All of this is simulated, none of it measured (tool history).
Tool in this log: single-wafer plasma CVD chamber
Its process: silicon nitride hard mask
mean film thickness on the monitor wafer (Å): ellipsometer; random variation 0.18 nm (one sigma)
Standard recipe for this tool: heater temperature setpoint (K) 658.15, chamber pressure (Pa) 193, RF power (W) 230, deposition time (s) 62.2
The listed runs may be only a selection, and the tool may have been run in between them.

| run | day | heater temperature setpoint (K) | chamber pressure (Pa) | RF power (W) | deposition time (s) | wafers since the last listed run | hours since the last thermocouple change | hours since the last RF generator calibration | hours since the last manometer calibration | hours since the showerhead was replaced | hours since the gauge calibration | read-back reference wafer on the same gauge, thickness_nm | mean film thickness on the monitor wafer (Å) |
|---|---|---|---|---|---|---|---|---|---|---|---|---|---|
| 1 | 0 | 658.15 | 193 | 230 | 62.2 | 0 | 1294.5 | 525 | 1309.5 | 37.9 | 1785.3 | 55.535 | 527.52 |
| 2 | 1.7 | 658.15 | 193 | 230 | 62.2 | 912 | 1335.3 | 565.8 | 1350.3 | 78.7 | 1826.1 | 55.475 | 528.91 |
| 3 | 6.104 | 658.15 | 193 | 200 | 62.2 | 2364 | 1441 | 671.5 | 1456 | 184.4 | 1931.8 | 55.45 | 496.58 |
|  | 10.483 | thermocouple changed; heater temperature recalibrated |
| 4 | 10.504 | 658.15 | 193 | 200 | 62.2 | 2183 | 0.5 | 777.1 | 1561.6 | 290 | 2037.4 | 55.524 | 493.61 |
| 5 | 13.842 | 658.15 | 193 | 200 | 62.2 | 1792 | 80.6 | 857.2 | 1641.7 | 370.1 | 2117.5 | 55.529 | 491.88 |
| 6 | 18.233 | 658.15 | 193 | 230 | 67.1 | 2358 | 186 | 962.6 | 1747.1 | 475.5 | 2222.9 | 55.471 | 566.16 |
| 7 | 20.171 | 658.15 | 193 | 230 | 62.2 | 1040 | 232.5 | 1009.1 | 1793.6 | 522 | 2269.4 | 55.527 | 522.5 |
| 8 | 23.142 | 658.15 | 193 | 205 | 62.2 | 1595 | 303.8 | 1080.4 | 1864.9 | 593.3 | 2340.7 | 55.473 | 498.33 |
| 9 | 26.025 | 658.15 | 229 | 255 | 55.9 | 1548 | 373 | 1149.6 | 1934.1 | 662.5 | 2409.9 | 55.515 | 514.35 |
| 10 | 28.046 | 658.15 | 193 | 230 | 52.2 | 1085 | 421.5 | 1198.1 | 1982.6 | 711 | 2458.4 | 55.543 | 440.89 |
|  | 29.696 | gauge calibrated |
| 11 | 31.142 | 658.15 | 172 | 200 | 66.1 | 1662 | 495.8 | 1272.4 | 2056.9 | 785.3 | 34.7 | 55.469 | 508.04 |
|  | 33.112 | RF generator calibrated |
| 12 | 33.717 | 671.15 | 193 | 230 | 70.2 | 1203 | 557.6 | 14.5 | 2118.7 | 847.1 | 96.5 | 55.538 | 604.55 |
|  | 36.004 | capacitance manometer re-zeroed and calibrated |
| 13 | 36.362 | 658.15 | 193 | 205 | 62.2 | 1241 | 621.1 | 78 | 8.6 | 910.6 | 160 | 55.44 | 510.22 |
| 14 | 38.988 | 658.15 | 193 | 230 | 62.2 | 1409 | 684.1 | 141 | 71.6 | 973.6 | 223 | 55.485 | 537.28 |
| 15 | 42.029 | 653.15 | 160 | 230 | 54 | 1633 | 757.1 | 214 | 144.6 | 1046.6 | 296 | 55.557 | 444.36 |
| 16 | 44.838 | 658.15 | 193 | 275 | 62.2 | 1507 | 824.5 | 281.4 | 212 | 1114 | 363.4 | 55.489 | 577.98 |
| 17 | 47.092 | 658.15 | 193 | 230 | 62.2 | 1210 | 878.6 | 335.5 | 266.1 | 1168.1 | 417.5 | 55.496 | 532.72 |
| 18 | 50.208 | 672.15 | 241 | 230 | 69.1 | 1673 | 953.4 | 410.3 | 340.9 | 1242.9 | 492.3 | 55.455 | 613.77 |
| 19 | 53.575 | 658.15 | 193 | 230 | 62.2 | 1807 | 1034.2 | 491.1 | 421.7 | 1323.7 | 573.1 | 55.547 | 527.62 |
| 20 | 55.433 | 658.15 | 193 | 230 | 62.2 | 997 | 1078.8 | 535.7 | 466.3 | 1368.3 | 617.7 | 55.446 | 528.61 |
| 21 | 59.483 | 650.15 | 193 | 245 | 62.2 | 2174 | 1176 | 632.9 | 563.5 | 1465.5 | 714.9 | 55.465 | 547.14 |
| 22 | 61.412 | 658.15 | 193 | 230 | 68.5 | 1035 | 1222.3 | 679.2 | 609.8 | 1511.8 | 761.2 | 55.511 | 580.49 |
| 23 | 63.612 | 652.15 | 193 | 230 | 71.1 | 1181 | 1275.1 | 732 | 662.6 | 1564.6 | 814 | 55.478 | 602.67 |
| 24 | 65.158 | 658.15 | 151 | 230 | 69.1 | 830 | 1312.2 | 769.1 | 699.7 | 1601.7 | 851.1 | 55.492 | 550.03 |
| 25 | 69.2 | 658.15 | 228 | 230 | 54.7 | 2170 | 1409.2 | 866.1 | 796.7 | 1698.7 | 948.1 | 55.472 | 480.8 |
| 26 | 73.062 | 670.15 | 193 | 230 | 62.2 | 2073 | 1501.9 | 958.8 | 889.4 | 1791.4 | 1040.8 | 55.45 | 522.24 |
| 27 | 75.55 | 658.15 | 193 | 230 | 62.2 | 1335 | 1561.6 | 1018.5 | 949.1 | 1851.1 | 1100.5 | 55.497 | 525.15 |
| 28 | 79.442 | 666.15 | 169 | 270 | 69.8 | 2089 | 1655 | 1111.9 | 1042.5 | 1944.5 | 1193.9 | 55.485 | 613.89 |
|  | 80.542 | RF generator calibrated |
|  | 82.621 | thermocouple changed; heater temperature recalibrated |
| 29 | 83.146 | 650.15 | 239 | 230 | 62.2 | 1630 | 12.6 | 62.5 | 1131.4 | 2033.4 | 1282.8 | 55.517 | 567.83 |

For some of the steps in mean film thickness on the monitor wafer (Å) from one run to the next: how much would appear even if the tool had no hidden state, given the settings, what came in and random variation, and how much remains for the hidden state plus any gauge scatter that the measured result and the result without hidden state don't share?
Hidden state at play: wafer temperature above the value expected at the setpoint (K); delivered RF power above the setpoint (%); true pressure above the setpoint (%); gauge reads high (%).
Run 11 -> 12: heater temperature setpoint (K) 658.15 -> 671.15, chamber pressure (Pa) 172 -> 193, RF power (W) 200 -> 230, deposition time (s) 66.1 -> 70.2, RF generator calibrated. mean film thickness on the monitor wafer (Å) +96.51: hidden state +15.61, all else +80.9.
Run 15 -> 16: heater temperature setpoint (K) 653.15 -> 658.15, chamber pressure (Pa) 160 -> 193, RF power (W) 230 -> 275, deposition time (s) 54 -> 62.2. mean film thickness on the monitor wafer (Å) +133.62: hidden state -3.32, all else +136.94.
Run 28 -> 29: heater temperature setpoint (K) 666.15 -> 650.15, chamber pressure (Pa) 169 -> 239, RF power (W) 270 -> 230, deposition time (s) 69.8 -> 62.2, RF generator calibrated, thermocouple changed; heater temperature recalibrated. mean film thickness on the monitor wafer (Å) -46.06: hidden state +13.58, all else -59.64.
